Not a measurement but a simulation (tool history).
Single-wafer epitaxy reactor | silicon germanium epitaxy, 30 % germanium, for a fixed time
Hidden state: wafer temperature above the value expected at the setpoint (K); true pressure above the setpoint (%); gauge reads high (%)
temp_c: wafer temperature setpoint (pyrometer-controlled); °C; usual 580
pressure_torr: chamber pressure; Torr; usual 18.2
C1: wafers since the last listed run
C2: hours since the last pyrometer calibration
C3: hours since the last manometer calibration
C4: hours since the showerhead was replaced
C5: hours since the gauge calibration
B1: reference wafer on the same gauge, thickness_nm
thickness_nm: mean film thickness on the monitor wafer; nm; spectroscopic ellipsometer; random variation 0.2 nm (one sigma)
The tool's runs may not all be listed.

Run 1, day 0.000: usual settings; C1 0; C2 2736.1; C3 1090.4; C4 7547.8; C5 426.2; B1 33.958. Result: thickness_nm 46.964 nm.
Run 2, day 0.704: usual settings; C1 375; C2 2753.0; C3 1107.3; C4 7564.7; C5 443.1; B1 34.020. Result: thickness_nm 46.550 nm.
Run 3, day 1.275: usual settings; C1 304; C2 2766.7; C3 1121.0; C4 7578.4; C5 456.8; B1 34.015. Result: thickness_nm 46.997 nm.
Run 4, day 1.883: usual settings; C1 324; C2 2781.3; C3 1135.6; C4 7593.0; C5 471.4; B1 34.016. Result: thickness_nm 46.611 nm.
Run 5, day 2.258: usual settings but temp_c 569 °C, pressure_torr 16.7 Torr; C1 200; C2 2790.3; C3 1144.6; C4 7602.0; C5 480.4; B1 34.006. Result: thickness_nm 37.596 nm.
Run 6, day 4.475: usual settings but temp_c 569 °C, pressure_torr 16.7 Torr; C1 1182; C2 2843.5; C3 1197.8; C4 7655.2; C5 533.6; B1 33.980. Result: thickness_nm 37.599 nm.
Run 7, day 5.146: usual settings but temp_c 585 °C; C1 357; C2 2859.6; C3 1213.9; C4 7671.3; C5 549.7; B1 34.030. Result: thickness_nm 51.211 nm.
Run 8, day 5.496: usual settings; C1 186; C2 2868.0; C3 1222.3; C4 7679.7; C5 558.1; B1 34.009. Result: thickness_nm 46.881 nm.
Run 9, day 5.812: usual settings; C1 168; C2 2875.6; C3 1229.9; C4 7687.3; C5 565.7; B1 33.975. Result: thickness_nm 47.470 nm.
Run 10, day 6.271: usual settings; C1 244; C2 2886.6; C3 1240.9; C4 7698.3; C5 576.7; B1 34.003. Result: thickness_nm 46.903 nm.
Run 11, day 6.988: usual settings; C1 382; C2 2903.8; C3 1258.1; C4 7715.5; C5 593.9; B1 33.994. Result: thickness_nm 47.306 nm.
Run 12, day 7.550: usual settings; C1 300; C2 2917.3; C3 1271.6; C4 7729.0; C5 607.4; B1 34.030. Result: thickness_nm 47.278 nm.
Run 13, day 7.842: usual settings but pressure_torr 20.3 Torr; C1 155; C2 2924.3; C3 1278.6; C4 7736.0; C5 614.4; B1 33.986. Result: thickness_nm 49.251 nm.
Run 14, day 8.508: usual settings but pressure_torr 14.4 Torr; C1 355; C2 2940.3; C3 1294.6; C4 7752.0; C5 630.4; B1 33.995. Result: thickness_nm 43.324 nm.
Run 15, day 9.100: usual settings but temp_c 575 °C, pressure_torr 21.4 Torr; C1 315; C2 2954.5; C3 1308.8; C4 7766.2; C5 644.6; B1 33.992. Result: thickness_nm 46.501 nm.
Run 16, day 9.692: usual settings but temp_c 574 °C, pressure_torr 16.4 Torr; C1 315; C2 2968.7; C3 1323.0; C4 7780.4; C5 658.8; B1 34.007. Result: thickness_nm 41.421 nm.
Run 17, day 9.983: usual settings but temp_c 593 °C, pressure_torr 15.2 Torr; C1 155; C2 2975.7; C3 1330.0; C4 7787.4; C5 665.8; B1 33.994. Result: thickness_nm 55.378 nm.
At day 10.446: gauge calibrated.
At day 10.550: pyrometer calibrated.
At day 10.708: showerhead replaced.
Run 18, day 10.729: usual settings but temp_c 571 °C; C1 134; C2 4.3; C3 1347.9; C4 0.5; C5 6.8; B1 33.997. Result: thickness_nm 35.442 nm.
Run 19, day 11.125: usual settings but pressure_torr 15.6 Torr; C1 211; C2 13.8; C3 1357.4; C4 10.0; C5 16.3; B1 34.011. Result: thickness_nm 39.373 nm.
Run 20, day 11.508: usual settings but temp_c 567 °C; C1 204; C2 23.0; C3 1366.6; C4 19.2; C5 25.5; B1 33.967. Result: thickness_nm 33.251 nm.

Run 21 comes next. What will it give?
At day 12.429: capacitance manometer re-zeroed and calibrated.
Run 21, day 12.450: usual settings but temp_c 573 °C, pressure_torr 20.2 Torr; C1 324; C2 45.6; C3 0.5; C4 41.8; C5 48.1; B1 ?. Result: thickness_nm ?.

B1: 34.017
thickness_nm: 38.460 nm
Without the tool's hidden state the same run would have given thickness_nm 38.843 nm.
